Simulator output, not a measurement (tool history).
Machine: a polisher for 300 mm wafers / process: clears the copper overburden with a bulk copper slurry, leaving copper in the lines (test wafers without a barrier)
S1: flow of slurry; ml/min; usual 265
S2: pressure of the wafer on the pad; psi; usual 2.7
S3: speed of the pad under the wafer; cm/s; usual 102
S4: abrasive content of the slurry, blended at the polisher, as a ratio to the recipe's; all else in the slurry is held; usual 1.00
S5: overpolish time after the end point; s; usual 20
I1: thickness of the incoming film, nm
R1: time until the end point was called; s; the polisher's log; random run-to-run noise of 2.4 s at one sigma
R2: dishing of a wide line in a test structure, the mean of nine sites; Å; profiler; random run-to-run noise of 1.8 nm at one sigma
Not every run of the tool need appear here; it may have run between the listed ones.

{"run": 1, "day": 0.0, "S1": 265, "S2": 2.7, "S3": 102, "S4": 0.85, "S5": 20, "I1": 1129.5, "R1": 163.2, "R2": 795}
{"day": 0.521, "done": "worn pad replaced by a new one"}
{"run": 2, "day": 1.6, "S1": 265, "S2": 2.7, "S3": 102, "S4": 0.85, "S5": 20, "I1": 1150.5, "R1": 139.7, "R2": 864}
{"run": 3, "day": 3.275, "S1": 265, "S2": 2.7, "S3": 102, "S4": 0.85, "S5": 20, "I1": 1124.0, "R1": 140.4, "R2": 901}
{"run": 4, "day": 4.596, "S1": 265, "S2": 2.7, "S3": 102, "S4": 1.0, "S5": 20, "I1": 1127.0, "R1": 141.2, "R2": 894}
{"run": 5, "day": 10.154, "S1": 265, "S2": 2.7, "S3": 102, "S4": 1.0, "S5": 20, "I1": 1124.4, "R1": 150.9, "R2": 855}
{"run": 6, "day": 12.15, "S1": 265, "S2": 2.7, "S3": 102, "S4": 1.0, "S5": 20, "I1": 1139.3, "R1": 159.5, "R2": 810}
{"day": 12.596, "done": "slurry nozzle cleaned"}
{"day": 12.671, "done": "head pressure recalibrated"}
{"day": 14.329, "done": "worn pad replaced by a new one"}
{"day": 14.429, "done": "slurry blender recalibrated"}
{"run": 7, "day": 14.65, "S1": 265, "S2": 2.7, "S3": 102, "S4": 1.0, "S5": 20, "I1": 1124.5, "R1": 129.5, "R2": 890}
{"run": 8, "day": 15.938, "S1": 265, "S2": 2.7, "S3": 102, "S4": 1.0, "S5": 20, "I1": 1122.7, "R1": 127.3, "R2": 939}
{"run": 9, "day": 17.4, "S1": 265, "S2": 2.7, "S3": 102, "S4": 1.0, "S5": 20, "I1": 1124.4, "R1": 130.1, "R2": 909}
{"run": 10, "day": 19.892, "S1": 265, "S2": 2.7, "S3": 102, "S4": 1.0, "S5": 20, "I1": 1106.0, "R1": 133.9, "R2": 893}
{"run": 11, "day": 22.275, "S1": 265, "S2": 2.7, "S3": 102, "S4": 1.0, "S5": 20, "I1": 1125.5, "R1": 136.8, "R2": 880}
{"run": 12, "day": 25.042, "S1": 265, "S2": 2.7, "S3": 102, "S4": 1.0, "S5": 20, "I1": 1113.8, "R1": 146.6, "R2": 884}
{"run": 13, "day": 27.246, "S1": 265, "S2": 2.7, "S3": 102, "S4": 0.7, "S5": 20, "I1": 1129.0, "R1": 178.0, "R2": 774}
{"day": 28.938, "done": "worn pad replaced by a new one"}
{"run": 14, "day": 30.129, "S1": 265, "S2": 3.5, "S3": 102, "S4": 0.8, "S5": 20, "I1": 1128.1, "R1": 121.9, "R2": 966}
{"day": 31.342, "done": "slurry blender recalibrated"}
{"run": 15, "day": 32.275, "S1": 265, "S2": 2.7, "S3": 102, "S4": 1.0, "S5": 20, "I1": 1103.5, "R1": 130.2, "R2": 932}
{"run": 16, "day": 33.467, "S1": 320, "S2": 2.7, "S3": 118, "S4": 1.0, "S5": 20, "I1": 1118.6, "R1": 109.8, "R2": 963}
{"run": 17, "day": 36.45, "S1": 265, "S2": 2.7, "S3": 102, "S4": 1.0, "S5": 20, "I1": 1106.5, "R1": 129.4, "R2": 922}
{"run": 18, "day": 37.562, "S1": 265, "S2": 2.7, "S3": 102, "S4": 1.0, "S5": 20, "I1": 1117.1, "R1": 133.2, "R2": 882}
{"day": 38.512, "done": "slurry nozzle cleaned"}
{"run": 19, "day": 39.867, "S1": 265, "S2": 2.7, "S3": 102, "S4": 0.85, "S5": 13, "I1": 1142.1, "R1": 144.7, "R2": 613}
{"run": 20, "day": 41.55, "S1": 290, "S2": 2.7, "S3": 134, "S4": 1.0, "S5": 20, "I1": 1105.8, "R1": 111.1, "R2": 993}
{"day": 44.738, "done": "worn pad replaced by a new one"}
{"run": 21, "day": 47.825, "S1": 295, "S2": 1.9, "S3": 102, "S4": 1.0, "S5": 20, "I1": 1131.5, "R1": 216.8, "R2": 606}
{"day": 48.171, "done": "slurry blender recalibrated"}
{"run": 22, "day": 49.342, "S1": 195, "S2": 2.7, "S3": 102, "S4": 1.0, "S5": 20, "I1": 1116.4, "R1": 132.5, "R2": 879}
{"run": 23, "day": 51.05, "S1": 265, "S2": 2.7, "S3": 102, "S4": 1.0, "S5": 20, "I1": 1122.4, "R1": 131.1, "R2": 891}
{"run": 24, "day": 52.567, "S1": 190, "S2": 2.7, "S3": 132, "S4": 1.0, "S5": 20, "I1": 1111.6, "R1": 103.0, "R2": 1031}
{"run": 25, "day": 54.767, "S1": 355, "S2": 2.4, "S3": 120, "S4": 1.3, "S5": 20, "I1": 1118.4, "R1": 120.5, "R2": 908}
{"day": 56.054, "done": "head pressure recalibrated"}
{"run": 26, "day": 57.375, "S1": 265, "S2": 2.7, "S3": 102, "S4": 1.0, "S5": 20, "I1": 1148.7, "R1": 146.4, "R2": 860}
{"run": 27, "day": 59.45, "S1": 315, "S2": 2.3, "S3": 102, "S4": 1.25, "S5": 30, "I1": 1132.0, "R1": 161.4, "R2": 967}

What if the next run were any one of these 5? Each begins from the tool's condition after run 27:
{"run": "A", "day": 59.471, "S1": 265, "S2": 2.7, "S3": 102, "S4": 1.0, "S5": 20, "I1": 1119.7, "R1": "?", "R2": "?"}
{"run": "B", "day": 59.471, "S1": 310, "S2": 2.4, "S3": 102, "S4": 1.0, "S5": 20, "I1": 1119.7, "R1": "?", "R2": "?"}
{"run": "C", "day": 59.471, "S1": 265, "S2": 2.1, "S3": 102, "S4": 1.0, "S5": 20, "I1": 1119.7, "R1": "?", "R2": "?"}
{"run": "D", "day": 59.471, "S1": 265, "S2": 1.9, "S3": 120, "S4": 1.15, "S5": 27, "I1": 1119.7, "R1": "?", "R2": "?"}
{"run": "E", "day": 59.471, "S1": 265, "S2": 2.7, "S3": 72, "S4": 1.1, "S5": 20, "I1": 1119.7, "R1": "?", "R2": "?"}

run=A R1=148.5 R2=831
run=B R1=165.5 R2=760
run=C R1=190.9 R2=677
run=D R1=171.9 R2=847
run=E R1=204.3 R2=669
Stripped of hidden state, with their random variation kept, the same runs would have yielded:
run=A R1=126.9 R2=914
run=B R1=141.4 R2=839
run=C R1=163.1 R2=750
run=D R1=146.7 R2=916
run=E R1=174.4 R2=747
